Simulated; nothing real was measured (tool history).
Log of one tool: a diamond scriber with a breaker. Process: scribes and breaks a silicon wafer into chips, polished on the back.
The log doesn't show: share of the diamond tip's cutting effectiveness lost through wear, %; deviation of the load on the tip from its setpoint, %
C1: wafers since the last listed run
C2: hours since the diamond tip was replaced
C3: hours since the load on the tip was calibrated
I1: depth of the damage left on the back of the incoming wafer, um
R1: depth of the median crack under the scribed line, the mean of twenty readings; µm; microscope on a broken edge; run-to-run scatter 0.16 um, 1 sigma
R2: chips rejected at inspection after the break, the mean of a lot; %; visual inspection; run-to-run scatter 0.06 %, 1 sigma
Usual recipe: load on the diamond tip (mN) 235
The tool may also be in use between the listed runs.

{"run": 1, "hour": 0.0, "load on the diamond tip (mN)": 235, "C1": 0, "C2": 116.9, "C3": 316.6, "I1": 0.05, "R1": 8.82, "R2": 1.31}
{"run": 2, "hour": 101.2, "load on the diamond tip (mN)": 235, "C1": 133, "C2": 218.1, "C3": 417.8, "I1": 0.02, "R1": 9.25, "R2": 1.39}
{"run": 3, "hour": 170.0, "load on the diamond tip (mN)": 235, "C1": 90, "C2": 286.9, "C3": 486.6, "I1": 0.02, "R1": 9.67, "R2": 1.21}
{"run": 4, "hour": 233.2, "load on the diamond tip (mN)": 235, "C1": 83, "C2": 350.1, "C3": 549.8, "I1": 0.04, "R1": 9.37, "R2": 1.29}
{"run": 5, "hour": 333.1, "load on the diamond tip (mN)": 235, "C1": 131, "C2": 450, "C3": 649.7, "I1": 0.05, "R1": 9.37, "R2": 1.44}
{"hour": 362.8, "done": "load on the tip recalibrated"}
{"run": 6, "hour": 416.2, "load on the diamond tip (mN)": 187, "C1": 106, "C2": 533.1, "C3": 53.4, "I1": 0.01, "R1": 8.93, "R2": 1.33}
{"hour": 464.3, "done": "diamond tip replaced by a new one"}
{"run": 7, "hour": 506.5, "load on the diamond tip (mN)": 235, "C1": 116, "C2": 42.2, "C3": 143.7, "I1": 0.03, "R1": 9.95, "R2": 1.75}
{"run": 8, "hour": 552.8, "load on the diamond tip (mN)": 235, "C1": 61, "C2": 88.5, "C3": 190, "I1": 0.02, "R1": 9.87, "R2": 1.78}
{"run": 9, "hour": 637.9, "load on the diamond tip (mN)": 218, "C1": 112, "C2": 173.6, "C3": 275.1, "I1": 0.02, "R1": 9.35, "R2": 1.49}
{"run": 10, "hour": 717.0, "load on the diamond tip (mN)": 281, "C1": 104, "C2": 252.7, "C3": 354.2, "I1": 0.02, "R1": 10.96, "R2": 3.77}
{"run": 11, "hour": 772.8, "load on the diamond tip (mN)": 256, "C1": 73, "C2": 308.5, "C3": 410, "I1": 0.03, "R1": 9.94, "R2": 2.62}
{"hour": 801.8, "done": "load on the tip recalibrated, repeated, since the last time left the tool worse"}
{"run": 12, "hour": 867.9, "load on the diamond tip (mN)": 285, "C1": 122, "C2": 403.6, "C3": 66.1, "I1": 0.04, "R1": 9.92, "R2": 2.05}
{"hour": 938.3, "done": "diamond tip replaced by a new one"}
{"run": 13, "hour": 942.0, "load on the diamond tip (mN)": 285, "C1": 95, "C2": 3.7, "C3": 140.2, "I1": 0.03, "R1": 9.96, "R2": 2.13}
{"run": 14, "hour": 1032.5, "load on the diamond tip (mN)": 285, "C1": 119, "C2": 94.2, "C3": 230.7, "I1": 0.04, "R1": 10.15, "R2": 2.11}
{"run": 15, "hour": 1087.3, "load on the diamond tip (mN)": 203, "C1": 72, "C2": 149, "C3": 285.5, "I1": 0.04, "R1": 8.64, "R2": 1.63}
{"run": 16, "hour": 1138.4, "load on the diamond tip (mN)": 196, "C1": 67, "C2": 200.1, "C3": 336.6, "I1": 0.01, "R1": 8.65, "R2": 1.65}
{"run": 17, "hour": 1207.3, "load on the diamond tip (mN)": 235, "C1": 90, "C2": 269, "C3": 405.5, "I1": 0.03, "R1": 9.32, "R2": 1.35}
{"run": 18, "hour": 1307.1, "load on the diamond tip (mN)": 200, "C1": 131, "C2": 368.8, "C3": 505.3, "I1": 0.03, "R1": 8.79, "R2": 1.59}
{"hour": 1418.4, "done": "load on the tip recalibrated"}
{"hour": 1438.9, "done": "diamond tip replaced by a new one"}
{"run": 19, "hour": 1600.3, "load on the diamond tip (mN)": 235, "C1": 381, "C2": 161.4, "C3": 181.9, "I1": 0.04, "R1": 9.2, "R2": 1.32}
{"run": 20, "hour": 1642.5, "load on the diamond tip (mN)": 282, "C1": 55, "C2": 203.6, "C3": 224.1, "I1": 0.02, "R1": 10.04, "R2": 2.13}
{"run": 21, "hour": 1682.4, "load on the diamond tip (mN)": 280, "C1": 52, "C2": 243.5, "C3": 264, "I1": 0.03, "R1": 9.97, "R2": 2.08}
{"run": 22, "hour": 1742.7, "load on the diamond tip (mN)": 277, "C1": 79, "C2": 303.8, "C3": 324.3, "I1": 0.02, "R1": 10.1, "R2": 1.86}
{"run": 23, "hour": 1791.7, "load on the diamond tip (mN)": 235, "C1": 64, "C2": 352.8, "C3": 373.3, "I1": 0.02, "R1": 9.36, "R2": 1.38}
{"run": 24, "hour": 1855.1, "load on the diamond tip (mN)": 235, "C1": 83, "C2": 416.2, "C3": 436.7, "I1": 0.01, "R1": 9.11, "R2": 1.21}
{"hour": 1903.4, "done": "diamond tip replaced by a new one"}
{"run": 25, "hour": 1930.4, "load on the diamond tip (mN)": 298, "C1": 96, "C2": 27, "C3": 512, "I1": 0.05, "R1": 10.47, "R2": 3.16}
{"hour": 1963.0, "done": "load on the tip recalibrated"}
{"run": 26, "hour": 2045.6, "load on the diamond tip (mN)": 195, "C1": 149, "C2": 142.2, "C3": 82.6, "I1": 0.03, "R1": 8.5, "R2": 1.7}
{"run": 27, "hour": 2135.9, "load on the diamond tip (mN)": 171, "C1": 118, "C2": 232.5, "C3": 172.9, "I1": 0.04, "R1": 7.91, "R2": 2.86}
{"run": 28, "hour": 2201.5, "load on the diamond tip (mN)": 235, "C1": 86, "C2": 298.1, "C3": 238.5, "I1": 0.02, "R1": 9.62, "R2": 1.29}
{"run": 29, "hour": 2287.5, "load on the diamond tip (mN)": 303, "C1": 113, "C2": 384.1, "C3": 324.5, "I1": 0.02, "R1": 10.37, "R2": 3.04}
{"run": 30, "hour": 2383.4, "load on the diamond tip (mN)": 275, "C1": 126, "C2": 480, "C3": 420.4, "I1": 0.02, "R1": 9.91, "R2": 2.22}

How would selected steps in R1 from run to run divide? Give the signed amount a tool lacking its hidden state would still show from settings, what came in and random variation, and the signed amount left for the hidden state, including any gauge scatter that is not in both of the compared results.
Run 5 -> 6: load on the diamond tip (mN) 235 -> 187, load on the tip recalibrated. R1 -0.44 µm: hidden state +0.25, all else -0.69.
Run 9 -> 10: load on the diamond tip (mN) 218 -> 281. R1 +1.61 µm: hidden state +0.16, all else +1.45.
Run 11 -> 12: load on the diamond tip (mN) 256 -> 285, load on the tip recalibrated, repeated, since the last time left the tool worse. R1 -0.02 µm: hidden state -0.81, all else +0.79.
Run 25 -> 26: load on the diamond tip (mN) 298 -> 195, load on the tip recalibrated. R1 -1.97 µm: hidden state -0.24, all else -1.73.
Run 27 -> 28: load on the diamond tip (mN) 171 -> 235. R1 +1.71 µm: hidden state +0.03, all else +1.68.

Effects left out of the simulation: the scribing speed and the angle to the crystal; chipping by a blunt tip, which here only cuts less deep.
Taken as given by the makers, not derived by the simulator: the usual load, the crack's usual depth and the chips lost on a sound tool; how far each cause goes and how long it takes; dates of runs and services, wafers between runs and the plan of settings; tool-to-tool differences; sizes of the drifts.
